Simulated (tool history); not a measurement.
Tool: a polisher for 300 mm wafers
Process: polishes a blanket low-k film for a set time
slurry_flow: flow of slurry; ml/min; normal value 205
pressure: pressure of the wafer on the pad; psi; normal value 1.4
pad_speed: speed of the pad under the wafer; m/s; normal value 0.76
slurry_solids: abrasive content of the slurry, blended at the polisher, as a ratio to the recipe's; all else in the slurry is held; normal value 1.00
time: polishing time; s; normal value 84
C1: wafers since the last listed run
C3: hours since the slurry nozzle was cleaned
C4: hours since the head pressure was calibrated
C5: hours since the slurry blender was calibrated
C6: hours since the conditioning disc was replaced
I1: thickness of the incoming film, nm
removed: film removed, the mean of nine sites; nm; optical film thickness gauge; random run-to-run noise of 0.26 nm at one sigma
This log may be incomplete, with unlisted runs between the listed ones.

{"run": 1, "hour": 0.0, "slurry_flow": 205, "pressure": 1.4, "pad_speed": 0.76, "slurry_solids": 1.0, "time": 84, "C1": 0, "wafers polished on this pad": 1145, "C3": 306.6, "C4": 23.8, "C5": 26.6, "C6": 225.7, "I1": 370.6, "removed": 20.8}
{"run": 2, "hour": 12.0, "slurry_flow": 205, "pressure": 1.4, "pad_speed": 0.76, "slurry_solids": 1.0, "time": 84, "C1": 125, "wafers polished on this pad": 1271, "C3": 318.6, "C4": 35.8, "C5": 38.6, "C6": 237.7, "I1": 369.9, "removed": 20.9}
{"hour": 17.9, "done": "worn pad replaced by a new one"}
{"hour": 33.2, "done": "slurry nozzle cleaned"}
{"run": 3, "hour": 44.8, "slurry_flow": 205, "pressure": 1.2, "pad_speed": 0.76, "slurry_solids": 1.0, "time": 84, "C1": 290, "wafers polished on this pad": 271, "C3": 11.6, "C4": 68.6, "C5": 71.4, "C6": 270.5, "I1": 376.0, "removed": 19.5}
{"run": 4, "hour": 57.5, "slurry_flow": 205, "pressure": 1.4, "pad_speed": 0.76, "slurry_solids": 1.0, "time": 84, "C1": 132, "wafers polished on this pad": 403, "C3": 24.3, "C4": 81.3, "C5": 84.1, "C6": 283.2, "I1": 370.6, "removed": 22.8}
{"run": 5, "hour": 68.3, "slurry_flow": 205, "pressure": 1.4, "pad_speed": 0.58, "slurry_solids": 0.9, "time": 97, "C1": 112, "wafers polished on this pad": 516, "C3": 35.1, "C4": 92.1, "C5": 94.9, "C6": 294.0, "I1": 364.9, "removed": 19.3}
{"run": 6, "hour": 78.8, "slurry_flow": 205, "pressure": 1.4, "pad_speed": 0.94, "slurry_solids": 1.0, "time": 84, "C1": 109, "wafers polished on this pad": 626, "C3": 45.6, "C4": 102.6, "C5": 105.4, "C6": 304.5, "I1": 375.8, "removed": 26.6}
{"run": 7, "hour": 92.5, "slurry_flow": 205, "pressure": 1.4, "pad_speed": 0.76, "slurry_solids": 1.0, "time": 84, "C1": 143, "wafers polished on this pad": 769, "C3": 59.3, "C4": 116.3, "C5": 119.1, "C6": 318.2, "I1": 365.4, "removed": 21.9}
{"run": 8, "hour": 136.6, "slurry_flow": 205, "pressure": 1.4, "pad_speed": 0.76, "slurry_solids": 1.0, "time": 84, "C1": 461, "wafers polished on this pad": 1230, "C3": 103.4, "C4": 160.4, "C5": 163.2, "C6": 362.3, "I1": 371.9, "removed": 21.2}
{"run": 9, "hour": 146.3, "slurry_flow": 205, "pressure": 1.4, "pad_speed": 0.96, "slurry_solids": 1.0, "time": 67, "C1": 101, "wafers polished on this pad": 1332, "C3": 113.1, "C4": 170.1, "C5": 172.9, "C6": 372.0, "I1": 370.0, "removed": 20.5}
{"run": 10, "hour": 159.2, "slurry_flow": 230, "pressure": 1.4, "pad_speed": 0.76, "slurry_solids": 0.75, "time": 97, "C1": 134, "wafers polished on this pad": 1467, "C3": 126.0, "C4": 183.0, "C5": 185.8, "C6": 384.9, "I1": 378.7, "removed": 21.5}
{"hour": 165.4, "done": "worn pad replaced by a new one"}
{"run": 11, "hour": 172.5, "slurry_flow": 205, "pressure": 1.2, "pad_speed": 0.58, "slurry_solids": 1.0, "time": 84, "C1": 97, "wafers polished on this pad": 74, "C3": 139.3, "C4": 196.3, "C5": 199.1, "C6": 398.2, "I1": 369.8, "removed": 14.7}
{"run": 12, "hour": 179.9, "slurry_flow": 205, "pressure": 1.1, "pad_speed": 0.76, "slurry_solids": 1.0, "time": 84, "C1": 77, "wafers polished on this pad": 151, "C3": 146.7, "C4": 203.7, "C5": 206.5, "C6": 405.6, "I1": 372.4, "removed": 16.7}
{"hour": 191.3, "done": "conditioning disc replaced and pad reconditioned"}
{"run": 13, "hour": 199.5, "slurry_flow": 205, "pressure": 1.6, "pad_speed": 0.76, "slurry_solids": 1.0, "time": 84, "C1": 183, "wafers polished on this pad": 335, "C3": 166.3, "C4": 223.3, "C5": 226.1, "C6": 8.2, "I1": 370.4, "removed": 23.2}
{"run": 14, "hour": 210.7, "slurry_flow": 205, "pressure": 1.4, "pad_speed": 0.76, "slurry_solids": 1.0, "time": 84, "C1": 117, "wafers polished on this pad": 452, "C3": 177.5, "C4": 234.5, "C5": 237.3, "C6": 19.4, "I1": 372.7, "removed": 20.8}
{"run": 15, "hour": 223.4, "slurry_flow": 205, "pressure": 1.1, "pad_speed": 0.6, "slurry_solids": 1.25, "time": 84, "C1": 132, "wafers polished on this pad": 585, "C3": 190.2, "C4": 247.2, "C5": 250.0, "C6": 32.1, "I1": 363.1, "removed": 14.9}
{"run": 16, "hour": 232.4, "slurry_flow": 185, "pressure": 1.4, "pad_speed": 0.88, "slurry_solids": 1.0, "time": 84, "C1": 94, "wafers polished on this pad": 679, "C3": 199.2, "C4": 256.2, "C5": 259.0, "C6": 41.1, "I1": 374.6, "removed": 22.4}
{"run": 17, "hour": 249.8, "slurry_flow": 205, "pressure": 1.4, "pad_speed": 0.76, "slurry_solids": 0.75, "time": 84, "C1": 181, "wafers polished on this pad": 861, "C3": 216.6, "C4": 273.6, "C5": 276.4, "C6": 58.5, "I1": 368.2, "removed": 17.8}
{"run": 18, "hour": 261.6, "slurry_flow": 205, "pressure": 1.4, "pad_speed": 0.76, "slurry_solids": 1.0, "time": 105, "C1": 123, "wafers polished on this pad": 984, "C3": 228.4, "C4": 285.4, "C5": 288.2, "C6": 70.3, "I1": 374.9, "removed": 25.8}
{"run": 19, "hour": 273.7, "slurry_flow": 260, "pressure": 1.4, "pad_speed": 0.76, "slurry_solids": 1.0, "time": 84, "C1": 126, "wafers polished on this pad": 1111, "C3": 240.5, "C4": 297.5, "C5": 300.3, "C6": 82.4, "I1": 364.5, "removed": 21.5}
{"run": 20, "hour": 291.1, "slurry_flow": 205, "pressure": 1.9, "pad_speed": 0.76, "slurry_solids": 1.1, "time": 84, "C1": 181, "wafers polished on this pad": 1292, "C3": 257.9, "C4": 314.9, "C5": 317.7, "C6": 99.8, "I1": 368.6, "removed": 27.8}
{"hour": 302.3, "done": "slurry blender recalibrated"}
{"hour": 309.1, "done": "worn pad replaced by a new one"}
{"run": 21, "hour": 309.6, "slurry_flow": 160, "pressure": 1.4, "pad_speed": 1.0, "slurry_solids": 0.85, "time": 84, "C1": 130, "wafers polished on this pad": 5, "C3": 276.4, "C4": 333.4, "C5": 7.3, "C6": 118.3, "I1": 370.7, "removed": 21.8}
{"run": 22, "hour": 324.6, "slurry_flow": 205, "pressure": 1.4, "pad_speed": 0.9, "slurry_solids": 0.7, "time": 63, "C1": 156, "wafers polished on this pad": 161, "C3": 291.4, "C4": 348.4, "C5": 22.3, "C6": 133.3, "I1": 368.0, "removed": 14.5}
{"run": 23, "hour": 331.5, "slurry_flow": 170, "pressure": 1.4, "pad_speed": 0.76, "slurry_solids": 0.9, "time": 84, "C1": 72, "wafers polished on this pad": 233, "C3": 298.3, "C4": 355.3, "C5": 29.2, "C6": 140.2, "I1": 373.0, "removed": 18.2}
{"run": 24, "hour": 344.2, "slurry_flow": 240, "pressure": 1.6, "pad_speed": 0.62, "slurry_solids": 1.1, "time": 84, "C1": 132, "wafers polished on this pad": 366, "C3": 311.0, "C4": 368.0, "C5": 41.9, "C6": 152.9, "I1": 375.6, "removed": 20.9}
{"run": 25, "hour": 355.5, "slurry_flow": 205, "pressure": 1.7, "pad_speed": 0.56, "slurry_solids": 0.75, "time": 84, "C1": 118, "wafers polished on this pad": 484, "C3": 322.3, "C4": 379.3, "C5": 53.2, "C6": 164.2, "I1": 373.5, "removed": 15.9}
{"run": 26, "hour": 366.0, "slurry_flow": 255, "pressure": 1.7, "pad_speed": 1.02, "slurry_solids": 1.2, "time": 84, "C1": 109, "wafers polished on this pad": 594, "C3": 332.8, "C4": 389.8, "C5": 63.7, "C6": 174.7, "I1": 368.8, "removed": 33.4}

4 options for the next run, each taken on its own from the tool as it stands now. Forecast them:
{"run": "A", "hour": 366.5, "slurry_flow": 205, "pressure": 1.4, "pad_speed": 0.76, "slurry_solids": 1.0, "time": 84, "C1": 5, "wafers polished on this pad": 599, "C3": 333.3, "C4": 390.3, "C5": 64.2, "C6": 175.2, "I1": 374.5, "removed": "?"}
{"run": "B", "hour": 366.5, "slurry_flow": 140, "pressure": 1.4, "pad_speed": 0.5, "slurry_solids": 1.0, "time": 84, "C1": 5, "wafers polished on this pad": 599, "C3": 333.3, "C4": 390.3, "C5": 64.2, "C6": 175.2, "I1": 374.5, "removed": "?"}
{"run": "C", "hour": 366.5, "slurry_flow": 205, "pressure": 1.4, "pad_speed": 0.76, "slurry_solids": 1.0, "time": 93, "C1": 5, "wafers polished on this pad": 599, "C3": 333.3, "C4": 390.3, "C5": 64.2, "C6": 175.2, "I1": 374.5, "removed": "?"}
{"run": "D", "hour": 366.5, "slurry_flow": 205, "pressure": 1.0, "pad_speed": 0.66, "slurry_solids": 1.0, "time": 94, "C1": 5, "wafers polished on this pad": 599, "C3": 333.3, "C4": 390.3, "C5": 64.2, "C6": 175.2, "I1": 374.5, "removed": "?"}

run=A removed=20.1
run=B removed=13.0
run=C removed=22.3
run=D removed=14.8
With no hidden state in the tool, these same runs would have given:
run=A removed=23.6
run=B removed=15.9
run=C removed=26.2
run=D removed=17.3

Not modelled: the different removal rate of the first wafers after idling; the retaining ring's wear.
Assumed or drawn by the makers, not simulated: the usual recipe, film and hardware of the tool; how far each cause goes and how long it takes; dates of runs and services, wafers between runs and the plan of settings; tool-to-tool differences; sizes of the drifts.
